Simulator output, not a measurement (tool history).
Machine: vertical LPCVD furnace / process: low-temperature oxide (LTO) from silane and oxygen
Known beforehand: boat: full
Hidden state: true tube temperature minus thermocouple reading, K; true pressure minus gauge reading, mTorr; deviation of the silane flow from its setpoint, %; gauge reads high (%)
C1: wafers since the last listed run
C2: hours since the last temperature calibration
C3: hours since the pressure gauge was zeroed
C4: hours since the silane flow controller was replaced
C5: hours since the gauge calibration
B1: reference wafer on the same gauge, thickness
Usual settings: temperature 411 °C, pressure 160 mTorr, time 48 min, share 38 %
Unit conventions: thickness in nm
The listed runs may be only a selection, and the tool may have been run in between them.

run 1 hour=0.0 | temperature=411 pressure=160 time=48 share=35 | C1=0 C2=922.4 C3=1769.8 C4=3764.5 C5=518.9 | B1=402.97 | thickness=368.21
run 2 hour=58.9 | temperature=411 pressure=160 time=48 share=35 | C1=857 C2=981.3 C3=1828.7 C4=3823.4 C5=577.8 | B1=402.85 | thickness=368.55
run 3 hour=164.3 | temperature=420 pressure=160 time=48 share=38 | C1=1534 C2=1086.7 C3=1934.1 C4=3928.8 C5=683.2 | B1=402.96 | thickness=447.38
-- hour=169.8 gauge calibrated
run 4 hour=337.4 | temperature=417 pressure=160 time=48 share=38 | C1=2520 C2=1259.8 C3=2107.2 C4=4101.9 C5=167.6 | B1=402.88 | thickness=433.79
run 5 hour=376.4 | temperature=411 pressure=160 time=48 share=38 | C1=567 C2=1298.8 C3=2146.2 C4=4140.9 C5=206.6 | B1=403.20 | thickness=405.32
run 6 hour=441.4 | temperature=411 pressure=160 time=48 share=38 | C1=946 C2=1363.8 C3=2211.2 C4=4205.9 C5=271.6 | B1=402.95 | thickness=406.66
run 7 hour=546.6 | temperature=411 pressure=160 time=48 share=38 | C1=1532 C2=1469.0 C3=2316.4 C4=4311.1 C5=376.8 | B1=403.03 | thickness=408.26
run 8 hour=584.5 | temperature=411 pressure=160 time=48 share=38 | C1=551 C2=1506.9 C3=2354.3 C4=4349.0 C5=414.7 | B1=403.10 | thickness=408.23
run 9 hour=630.4 | temperature=411 pressure=160 time=48 share=38 | C1=668 C2=1552.8 C3=2400.2 C4=4394.9 C5=460.6 | B1=403.21 | thickness=409.02
run 10 hour=695.2 | temperature=411 pressure=160 time=48 share=38 | C1=943 C2=1617.6 C3=2465.0 C4=4459.7 C5=525.4 | B1=402.86 | thickness=408.60
run 11 hour=767.6 | temperature=421 pressure=160 time=48 share=38 | C1=1054 C2=1690.0 C3=2537.4 C4=4532.1 C5=597.8 | B1=402.77 | thickness=451.65

For run 12, what comes out?
run 12 hour=858.1 | temperature=411 pressure=160 time=62 share=38 | C1=1317 C2=1780.5 C3=2627.9 C4=4622.6 C5=688.3 | B1=? | thickness=?

Run 12 produced B1 403.09, thickness 528.60 nm.
If the tool had no hidden condition, the same run with the same run-to-run variation would have returned thickness 486.14 nm.
